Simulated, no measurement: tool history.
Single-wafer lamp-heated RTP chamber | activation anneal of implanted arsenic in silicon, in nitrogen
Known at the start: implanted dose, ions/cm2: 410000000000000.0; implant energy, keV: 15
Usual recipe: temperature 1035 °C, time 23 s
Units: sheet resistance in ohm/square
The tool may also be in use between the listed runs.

| run | hour | temperature | time | wafers since the last listed run | wafers since the last pyrometer calibration | wafers since the reflector plate was cleaned | hours since the gauge calibration | read-back reference wafer on the same gauge, sheet resistance | sheet resistance |
|---|---|---|---|---|---|---|---|---|---|
| 1 | 0 | 1056 | 23 | 0 | 4749 | 1273 | 131.5 | 246.34 | 254.67 |
|  | 21.5 | pyrometer window cleaned and pyrometer calibrated |
| 2 | 32.3 | 1056 | 23 | 463 | 206 | 1737 | 163.8 | 246.13 | 252.26 |
| 3 | 49.1 | 1056 | 23 | 320 | 526 | 2057 | 180.6 | 246.09 | 253.55 |
| 4 | 82.3 | 1035 | 18 | 633 | 1159 | 2690 | 213.8 | 245.92 | 261.99 |
| 5 | 100.3 | 1035 | 18 | 343 | 1502 | 3033 | 231.8 | 245.42 | 260.97 |
| 6 | 134.4 | 1044 | 23 | 650 | 2153 | 3684 | 265.9 | 245.38 | 256.44 |
| 7 | 152.8 | 1044 | 23 | 350 | 2503 | 4035 | 284.3 | 245.19 | 256.13 |
|  | 182.2 | reflector plate cleaned |
| 8 | 182.7 | 1044 | 23 | 417 | 2921 | 9 | 314.2 | 244.85 | 256.51 |
| 9 | 190.9 | 1014 | 23 | 156 | 3077 | 165 | 322.4 | 244.99 | 261.05 |
| 10 | 224.3 | 1022 | 12 | 636 | 3714 | 802 | 355.8 | 244.49 | 265.59 |
| 11 | 241.4 | 1047 | 16 | 326 | 4041 | 1128 | 372.9 | 244.38 | 258 |
| 12 | 271.5 | 1048 | 15 | 574 | 4615 | 1702 | 403 | 243.8 | 258.17 |
| 13 | 298.2 | 1035 | 23 | 509 | 5124 | 2211 | 429.7 | 243.71 | 255.9 |
| 14 | 317.3 | 1061 | 10 | 364 | 5488 | 2575 | 448.8 | 243.27 | 258.75 |
|  | 328.4 | gauge calibrated |
|  | 329.2 | pyrometer window cleaned and pyrometer calibrated |
| 15 | 349.4 | 1035 | 12 | 459 | 385 | 3035 | 21 | 247.27 | 265.47 |
| 16 | 362.5 | 1035 | 23 | 249 | 634 | 3285 | 34.1 | 247.17 | 259.94 |
| 17 | 378.6 | 1024 | 29 | 307 | 941 | 3592 | 50.2 | 247.01 | 261.14 |
| 18 | 412.9 | 1008 | 35 | 654 | 1595 | 4246 | 84.5 | 247.25 | 261.8 |

Forecast each of these 5 alternatives for the next run:
| A | 413.3 | 1035 | 23 | 7 | 1603 | 4254 | 84.9 | ? | ? |
| B | 413.3 | 1035 | 28 | 7 | 1603 | 4254 | 84.9 | ? | ? |
| C | 413.3 | 1050 | 34 | 7 | 1603 | 4254 | 84.9 | ? | ? |
| D | 413.3 | 1017 | 18 | 7 | 1603 | 4254 | 84.9 | ? | ? |
| E | 413.3 | 1035 | 36 | 7 | 1603 | 4254 | 84.9 | ? | ? |

| run | read-back reference wafer on the same gauge, sheet resistance | sheet resistance |
|---|---|---|
| A | 247.12 | 259.66 |
| B | 247.12 | 257.54 |
| C | 247.12 | 250.95 |
| D | 247.12 | 265.52 |
| E | 247.12 | 254.64 |
Without the tool's unlogged condition, the same runs would have read:
| run | sheet resistance |
|---|---|
| A | 259.53 |
| B | 257.41 |
| C | 250.82 |
| D | 265.38 |
| E | 254.51 |
